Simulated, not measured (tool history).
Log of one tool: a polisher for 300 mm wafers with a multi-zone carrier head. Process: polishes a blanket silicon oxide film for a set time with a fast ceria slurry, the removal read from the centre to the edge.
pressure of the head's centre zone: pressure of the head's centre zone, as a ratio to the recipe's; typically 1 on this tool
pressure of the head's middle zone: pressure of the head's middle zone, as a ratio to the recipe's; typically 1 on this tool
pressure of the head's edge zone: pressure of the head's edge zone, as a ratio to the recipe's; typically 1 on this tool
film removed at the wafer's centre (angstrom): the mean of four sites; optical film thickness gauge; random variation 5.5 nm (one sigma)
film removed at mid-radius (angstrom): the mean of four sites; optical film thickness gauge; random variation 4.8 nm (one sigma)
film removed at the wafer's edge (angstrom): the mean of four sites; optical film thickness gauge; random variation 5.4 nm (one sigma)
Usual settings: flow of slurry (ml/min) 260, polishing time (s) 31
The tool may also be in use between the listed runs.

| run | hour | flow of slurry (ml/min) | pressure of the head's centre zone | pressure of the head's middle zone | pressure of the head's edge zone | polishing time (s) | incoming thickness of the incoming film, nm | film removed at the wafer's centre (angstrom) | film removed at mid-radius (angstrom) | film removed at the wafer's edge (angstrom) |
|---|---|---|---|---|---|---|---|---|---|---|
| 1 | 0 | 205 | 1 | 1 | 1 | 31 | 1509.7 | 4489 | 4438 | 4572 |
| 2 | 39.7 | 205 | 1 | 1 | 1 | 31 | 1503.7 | 4501 | 4492 | 4473 |
| 3 | 109.9 | 260 | 1 | 1 | 1 | 31 | 1494.3 | 4715 | 4556 | 4643 |
| 4 | 166.7 | 260 | 1 | 0.92 | 1 | 31 | 1491.5 | 4622 | 4244 | 4559 |
| 5 | 221.5 | 260 | 1 | 1 | 1 | 31 | 1505.5 | 4517 | 4491 | 4485 |
|  | 278.2 | slurry nozzle cleaned |
|  | 280.9 | worn pad replaced by a new one |
|  | 299.4 | edge zone pressure recalibrated |
| 6 | 327.4 | 260 | 1 | 1 | 1 | 31 | 1485.9 | 4856 | 4756 | 4591 |
| 7 | 371.8 | 260 | 1 | 1 | 0.9 | 31 | 1495.5 | 4891 | 4799 | 4598 |
|  | 468.1 | carrier head's membrane replaced by a new one |
| 8 | 472.3 | 260 | 0.91 | 0.96 | 1 | 31 | 1516.5 | 4425 | 4547 | 4666 |
| 9 | 536.3 | 260 | 0.95 | 0.89 | 1.12 | 24 | 1505.1 | 3593 | 3308 | 3724 |
| 10 | 590.4 | 260 | 1 | 1 | 1 | 31 | 1486.2 | 4933 | 4700 | 4652 |
| 11 | 687 | 260 | 1 | 1 | 1 | 31 | 1531.3 | 4940 | 4619 | 4648 |
| 12 | 765.5 | 260 | 1 | 0.96 | 1 | 24 | 1503.5 | 3793 | 3437 | 3597 |
| 13 | 856 | 260 | 1.03 | 1 | 1 | 31 | 1513.7 | 4928 | 4517 | 4577 |
|  | 901.8 | slurry nozzle cleaned |
|  | 903.8 | edge zone pressure recalibrated |
|  | 998.1 | worn pad replaced by a new one |
| 14 | 1044.5 | 260 | 0.94 | 1.09 | 0.94 | 31 | 1511.6 | 4741 | 5172 | 4580 |
| 15 | 1090.6 | 260 | 1.12 | 1 | 1 | 31 | 1489.2 | 5718 | 4723 | 4692 |
|  | 1098.8 | centre zone pressure recalibrated |
| 16 | 1163 | 260 | 1 | 1 | 1 | 31 | 1528.7 | 4859 | 4698 | 4642 |
| 17 | 1233.1 | 260 | 1 | 0.91 | 1.04 | 31 | 1499.1 | 4789 | 4380 | 4697 |
| 18 | 1333.3 | 180 | 1 | 0.9 | 1 | 31 | 1495.3 | 4353 | 4007 | 4405 |
| 19 | 1401.9 | 260 | 1.07 | 1 | 1 | 31 | 1493.2 | 4937 | 4612 | 4676 |
|  | 1507.5 | edge zone pressure recalibrated |
|  | 1595.1 | slurry nozzle cleaned |
|  | 1676 | worn pad replaced by a new one |
|  | 1688.8 | carrier head's membrane replaced by a new one |
| 20 | 1717.7 | 300 | 1.08 | 1 | 0.92 | 34 | 1526.1 | 5881 | 5240 | 5030 |
| 21 | 1790.9 | 260 | 1 | 0.96 | 1 | 23 | 1499.5 | 3669 | 3337 | 3472 |
| 22 | 1862.7 | 260 | 0.9 | 1.09 | 1.11 | 24 | 1493.4 | 3431 | 3826 | 3761 |
| 23 | 1912.1 | 260 | 1 | 1 | 1 | 36 | 1502.3 | 5739 | 5535 | 5351 |

The logged runs with the hidden state left out (each run's random variation unchanged):
What the log doesn't record here: removal rate lost through wear of the pad, %; slurry flow missing at the pad, %; deviation of the centre zone's pressure from its setpoint, %; deviation of the edge zone's pressure from its setpoint, %.
| run | film removed at the wafer's centre (angstrom) | film removed at mid-radius (angstrom) | film removed at the wafer's edge (angstrom) |
|---|---|---|---|
| 1 | 4644 | 4582 | 4680 |
| 2 | 4692 | 4669 | 4601 |
| 3 | 4925 | 4750 | 4790 |
| 4 | 4890 | 4480 | 4745 |
| 5 | 4855 | 4812 | 4720 |
| 6 | 4841 | 4779 | 4608 |
| 7 | 4871 | 4826 | 4617 |
| 8 | 4400 | 4585 | 4695 |
| 9 | 3572 | 3345 | 3756 |
| 10 | 4908 | 4769 | 4703 |
| 11 | 4927 | 4725 | 4727 |
| 12 | 3801 | 3548 | 3683 |
| 13 | 4986 | 4734 | 4739 |
| 14 | 4524 | 5226 | 4615 |
| 15 | 5445 | 4780 | 4733 |
| 16 | 4969 | 4770 | 4695 |
| 17 | 4921 | 4468 | 4768 |
| 18 | 4590 | 4188 | 4547 |
| 19 | 5163 | 4795 | 4814 |
| 20 | 5846 | 5273 | 5053 |
| 21 | 3643 | 3368 | 3497 |
| 22 | 3403 | 3876 | 3797 |
| 23 | 5692 | 5624 | 5416 |
